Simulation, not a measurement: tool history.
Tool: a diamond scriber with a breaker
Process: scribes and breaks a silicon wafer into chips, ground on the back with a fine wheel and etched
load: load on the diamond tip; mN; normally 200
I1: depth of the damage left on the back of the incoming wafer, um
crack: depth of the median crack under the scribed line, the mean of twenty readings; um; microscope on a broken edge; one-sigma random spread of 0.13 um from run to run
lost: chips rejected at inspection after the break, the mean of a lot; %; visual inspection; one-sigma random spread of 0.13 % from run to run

Run 1, day 0: usual settings; I1 0.6. Result: crack 8.01 um, lost 1.94 %.
Run 2, day 1.238: usual settings but load 180 mN; I1 0.46. Result: crack 7.34 um, lost 2.86 %.
Run 3, day 2.625: usual settings but load 180 mN; I1 0.38. Result: crack 7.33 um, lost 3.18 %.
Run 4, day 4.838: usual settings but load 180 mN; I1 0.64. Result: crack 7.25 um, lost 2.98 %.
Run 5, day 6.829: usual settings; I1 0.73. Result: crack 7.43 um, lost 2.2 %.
Run 6, day 9.525: usual settings but load 171 mN; I1 0.78. Result: crack 6.93 um, lost 4.38 %.
Run 7, day 11.688: usual settings but load 171 mN; I1 0.41. Result: crack 6.8 um, lost 4.86 %.
Run 8, day 14.267: usual settings but load 172 mN; I1 0.78. Result: crack 6.43 um, lost 5.06 %.
Run 9, day 15.954: usual settings but load 172 mN; I1 0.55. Result: crack 6.61 um, lost 5.85 %.
At day 18.804: load on the tip recalibrated.
Run 10, day 18.871: usual settings but load 172 mN; I1 0.43. Result: crack 6.9 um, lost 4.73 %.
Run 11, day 21.388: usual settings; I1 0.47. Result: crack 7.35 um, lost 2.81 %.
Run 12, day 25.371: usual settings; I1 0.5. Result: crack 7.05 um, lost 3.46 %.
Run 13, day 26.438: usual settings; I1 0.74. Result: crack 7.09 um, lost 3.81 %.
Run 14, day 28.004: usual settings but load 141 mN; I1 0.66. Result: crack 5.8 um, lost 12.3 %.
Run 15, day 29.521: usual settings but load 227 mN; I1 0.7. Result: crack 7.54 um, lost 2.62 %.
At day 30.112: diamond tip replaced by a new one.
Run 16, day 31.383: usual settings; I1 0.63. Result: crack 7.86 um, lost 1.76 %.
Run 17, day 33.588: usual settings but load 244 mN; I1 0.78. Result: crack 8.75 um, lost 2.38 %.
Run 18, day 35.038: usual settings; I1 0.78. Result: crack 7.99 um, lost 2.12 %.

Expected results for the next run?
Run 19, day 37.054: usual settings but load 174 mN; I1 0.65. Result: crack ?, lost ?.

Run 19 produced crack 7.36 um, lost 3.12 %.
Minus the tool's unlogged condition, the same run would have read crack 7.74 um, lost 2.18 %.

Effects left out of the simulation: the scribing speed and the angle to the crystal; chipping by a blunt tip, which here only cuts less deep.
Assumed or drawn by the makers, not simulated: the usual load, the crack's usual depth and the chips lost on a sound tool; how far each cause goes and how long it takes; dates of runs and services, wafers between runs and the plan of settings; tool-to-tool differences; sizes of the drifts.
